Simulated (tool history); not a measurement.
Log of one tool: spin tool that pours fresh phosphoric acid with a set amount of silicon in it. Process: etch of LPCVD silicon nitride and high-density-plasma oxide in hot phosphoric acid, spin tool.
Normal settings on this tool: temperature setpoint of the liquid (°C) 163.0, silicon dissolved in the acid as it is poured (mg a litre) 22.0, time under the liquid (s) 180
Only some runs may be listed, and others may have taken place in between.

run   hour  temperature setpoint of the liquid (°C)  silicon dissolved in the acid as it is poured (mg a litre)  time under the liquid (s)  wafers since the last listed run  hours since the thermometer was replaced  hours since the dissolved silicon flow meter was replaced  hours since the heated supply line was repaired  hours since the gauge calibration  read-back film thickness of the LPCVD silicon nitride reference wafer, read on the same gauge (nm)  read-back film thickness of the high-density-plasma oxide reference wafer, read on the same gauge (nm)  thickness taken off the LPCVD silicon nitride on a monitor wafer (angstrom)  thickness taken off the high-density-plasma oxide on a monitor wafer (angstrom)
  1    0.0                                    161.5                                                        22.0                         75                                 0                                     193.8                                                      669.6                                            802.9                              997.8                                                                                              130.02                                                                                                 140.012                                                                         76.4                                                                             1.06
  2   35.2                                    163.0                                                        22.0                        100                               181                                     229.0                                                      704.8                                            838.1                             1033.0                                                                                              129.98                                                                                                 140.001                                                                        106.8                                                                             1.31
  3   58.9                                    162.0                                                        30.5                        150                               122                                     252.7                                                      728.5                                            861.8                             1056.7                                                                                              129.99                                                                                                 140.007                                                                        157.4                                                                             1.41
  4   91.4                                    163.0                                                        22.0                        180                               167                                     285.2                                                      761.0                                            894.3                             1089.2                                                                                              129.96                                                                                                 140.007                                                                        193.5                                                                             2.58
  5  119.3                                    163.0                                                        22.0                        180                               143                                     313.1                                                      788.9                                            922.2                             1117.1                                                                                              130.00                                                                                                 140.006                                                                        194.5                                                                             2.94
     140.1  -- gauge calibrated
  6  145.4                                    163.0                                                        22.0                        180                               134                                     339.2                                                      815.0                                            948.3                                5.3                                                                                              130.00                                                                                                 139.995                                                                        191.6                                                                             2.09
  7  176.1                                    162.0                                                        12.0                        180                               158                                     369.9                                                      845.7                                            979.0                               36.0                                                                                              130.03                                                                                                 139.992                                                                        186.2                                                                             3.30
  8  188.8                                    164.0                                                         9.5                        135                                65                                     382.6                                                      858.4                                            991.7                               48.7                                                                                              130.02                                                                                                 140.007                                                                        150.4                                                                             2.93
     192.8  -- dissolved silicon flow meter replaced
  9  208.4                                    163.0                                                        22.0                        235                                95                                     402.2                                                       15.6                                           1011.3                               68.3                                                                                              130.04                                                                                                 139.989                                                                        255.1                                                                             3.35
     230.0  -- heated supply line repaired
 10  242.1                                    161.0                                                        12.0                        180                               168                                     435.9                                                       49.3                                             12.1                              102.0                                                                                              129.96                                                                                                 140.005                                                                        179.8                                                                             3.44
 11  267.2                                    160.5                                                        17.5                        180                               129                                     461.0                                                       74.4                                             37.2                              127.1                                                                                              129.97                                                                                                 140.009                                                                        178.2                                                                             2.66
 12  280.3                                    165.5                                                        22.0                        110                                67                                     474.1                                                       87.5                                             50.3                              140.2                                                                                              130.01                                                                                                 140.001                                                                        128.8                                                                             1.87
 13  312.3                                    163.0                                                        22.0                        180                               164                                     506.1                                                      119.5                                             82.3                              172.2                                                                                              129.98                                                                                                 139.990                                                                        192.0                                                                             2.62
 14  347.3                                    163.0                                                        22.0                        215                               180                                     541.1                                                      154.5                                            117.3                              207.2                                                                                              130.02                                                                                                 140.008                                                                        229.8                                                                             2.17
 15  377.8                                    161.5                                                        38.0                        210                               157                                     571.6                                                      185.0                                            147.8                              237.7                                                                                              130.06                                                                                                 140.005                                                                        215.1                                                                             1.57
 16  474.3                                    163.0                                                         7.5                        180                               497                                     668.1                                                      281.5                                            244.3                              334.2                                                                                              130.04                                                                                                 139.992                                                                        193.5                                                                             4.06
 17  492.3                                    161.5                                                        38.0                        210                                92                                     686.1                                                      299.5                                            262.3                              352.2                                                                                              130.02                                                                                                 140.011                                                                        212.9                                                                             1.41
 18  508.5                                    163.0                                                        22.0                        180                                83                                     702.3                                                      315.7                                            278.5                              368.4                                                                                              129.98                                                                                                 139.984                                                                        195.0                                                                             2.58
 19  531.4                                    160.0                                                        22.0                         90                               118                                     725.2                                                      338.6                                            301.4                              391.3                                                                                              130.00                                                                                                 139.991                                                                         88.1                                                                             1.07
 20  547.4                                    163.0                                                         8.5                         95                                82                                     741.2                                                      354.6                                            317.4                              407.3                                                                                              129.99                                                                                                 140.004                                                                        102.2                                                                             2.00
 21  570.1                                    163.0                                                        13.0                        290                               117                                     763.9                                                      377.3                                            340.1                              430.0                                                                                              130.01                                                                                                 140.017                                                                        312.9                                                                             7.43

Give the tool's hidden conditions for every run:
liquid colder than its thermometer reads (K): 0 across all the runs
dissolved silicon flow above the setpoint (%): 0 across all the runs
temperature lost on the way to the wafer (K): 0 across all the runs
gauge reads high (%): 0 across all the runs

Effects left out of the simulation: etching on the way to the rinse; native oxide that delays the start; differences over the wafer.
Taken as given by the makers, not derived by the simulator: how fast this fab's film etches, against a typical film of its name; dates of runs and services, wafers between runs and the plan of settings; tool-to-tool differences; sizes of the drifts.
